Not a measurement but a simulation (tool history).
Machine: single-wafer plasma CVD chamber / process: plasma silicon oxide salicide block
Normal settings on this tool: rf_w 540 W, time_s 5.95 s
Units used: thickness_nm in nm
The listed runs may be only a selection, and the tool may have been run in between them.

| run | hour | rf_w | time_s | read-back reference wafer on the same gauge, thickness_nm | thickness_nm |
|---|---|---|---|---|---|
| 1 | 0 | 540 | 5.95 | 74.351 | 64.281 |
| 2 | 39.2 | 540 | 5.95 | 74.63 | 63.294 |
| 3 | 108.8 | 465 | 5.95 | 74.481 | 58.626 |
| 4 | 141.7 | 465 | 5.95 | 74.513 | 59.025 |
| 5 | 185.8 | 465 | 5.95 | 74.471 | 58.331 |
| 6 | 292.1 | 540 | 5.95 | 74.524 | 62.735 |
| 7 | 316.9 | 540 | 5.95 | 74.467 | 63.073 |
| 8 | 357 | 540 | 5.95 | 74.603 | 62.4 |
| 9 | 401.7 | 575 | 5.56 | 74.729 | 59.866 |
| 10 | 427.4 | 575 | 5.56 | 74.257 | 60.421 |
|  | 469.1 | showerhead replaced |
| 11 | 477.3 | 620 | 5.95 | 74.405 | 65.858 |
| 12 | 504.3 | 620 | 5.95 | 74.394 | 65.696 |
| 13 | 542.2 | 485 | 6.57 | 74.539 | 65.172 |
| 14 | 602.6 | 540 | 5.95 | 74.512 | 62.311 |
| 15 | 645.2 | 450 | 5.95 | 74.575 | 55.934 |
| 16 | 673.2 | 540 | 5.95 | 74.455 | 61.841 |
| 17 | 715.8 | 645 | 7.14 | 74.506 | 80.342 |
| 18 | 764 | 540 | 5.95 | 74.514 | 60.982 |
| 19 | 797.7 | 600 | 5.95 | 74.55 | 64.44 |
|  | 823.3 | gauge calibrated |
| 20 | 834.8 | 465 | 6.66 | 74.599 | 63.423 |
| 21 | 872 | 620 | 5.95 | 74.74 | 64.785 |
| 22 | 931.9 | 495 | 5.19 | 74.682 | 50.529 |
|  | 973.7 | RF generator calibrated |
| 23 | 997 | 470 | 4.79 | 74.45 | 47.857 |
| 24 | 1050.2 | 465 | 6.62 | 74.438 | 65.46 |
| 25 | 1110.8 | 465 | 5.2 | 74.499 | 51.551 |
| 26 | 1176 | 440 | 6.86 | 74.416 | 66.14 |
| 27 | 1246.1 | 605 | 5.95 | 74.481 | 66.891 |
| 28 | 1284 | 465 | 5.56 | 74.507 | 54.978 |

Alternative continuations, all from the tool just after run 28; predict every row:
| A | 1284.4 | 645 | 5.95 | ? | ? |
| B | 1284.4 | 615 | 6.64 | ? | ? |
| C | 1284.4 | 445 | 5.95 | ? | ? |
| D | 1284.4 | 540 | 5.42 | ? | ? |
| E | 1284.4 | 635 | 6.97 | ? | ? |

| run | read-back reference wafer on the same gauge, thickness_nm | thickness_nm |
|---|---|---|
| A | 74.451 | 68.37 |
| B | 74.451 | 74.724 |
| C | 74.451 | 57.218 |
| D | 74.451 | 57.471 |
| E | 74.451 | 79.548 |
Stripped of hidden state, with their random variation kept, the same runs would have yielded:
| run | thickness_nm |
|---|---|
| A | 68.823 |
| B | 75.219 |
| C | 57.598 |
| D | 57.851 |
| E | 80.076 |
